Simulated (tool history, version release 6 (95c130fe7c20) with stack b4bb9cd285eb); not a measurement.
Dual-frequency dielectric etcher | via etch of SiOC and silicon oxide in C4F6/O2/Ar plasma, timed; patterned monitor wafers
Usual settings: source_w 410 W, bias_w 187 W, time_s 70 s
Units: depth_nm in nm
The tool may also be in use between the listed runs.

run	hour	source_w	bias_w	time_s	read-back reference wafer on the same gauge, depth_nm	depth_nm
1	0	410	214	70	87	79.9
# hour 56.3: wet clean of the chamber
2	56.8	410	214	70	87	79.2
3	79	410	187	85	86.9	90.8
4	129.5	410	187	70	87	74.4
5	161	410	187	70	87	74.9
6	215.8	350	187	70	87	69.1
# hour 316: gauge calibrated
7	328	350	187	70	87	68.8
8	397.9	410	187	70	87	74.9
9	430.8	410	166	70	87	70.8
10	470.8	410	166	70	87	71
# hour 475.2: bias power generator calibrated
11	507.1	410	166	70	87	71.2
# hour 584.8: wet clean of the chamber
12	585.3	410	167	70	87	70.6
13	600.9	410	212	53	87	59.4
14	640.8	410	187	70	87	74.5
15	694.3	330	151	75.5	87	64.9
# hour 735.7: upper electrode replaced
16	736.2	360	155	53.5	87	48.7
# hour 773.8: source power generator calibrated
17	776.3	370	217	60.5	87	67.4
18	808.1	320	187	79	87	76.2
19	849.6	410	187	52.5	87	57.4
20	873.8	410	187	70	87	76.8
21	933.8	350	187	85	87	85.9
22	993.6	410	187	70	87	76.6
23	1050	380	187	70	87	73.7

3 ways to go on from here, each from the tool as it stands after run 23. What would each give?
A	1050.4	360	187	70	?	?
B	1050.4	410	143	70	?	?
C	1050.4	330	159	79.5	?	?

run	read-back reference wafer on the same gauge, depth_nm	depth_nm
A	87	72
B	87	68
C	87	72.4
Without the tool's hidden state the same runs would have given:
run	depth_nm
A	71.6
B	67.6
C	72
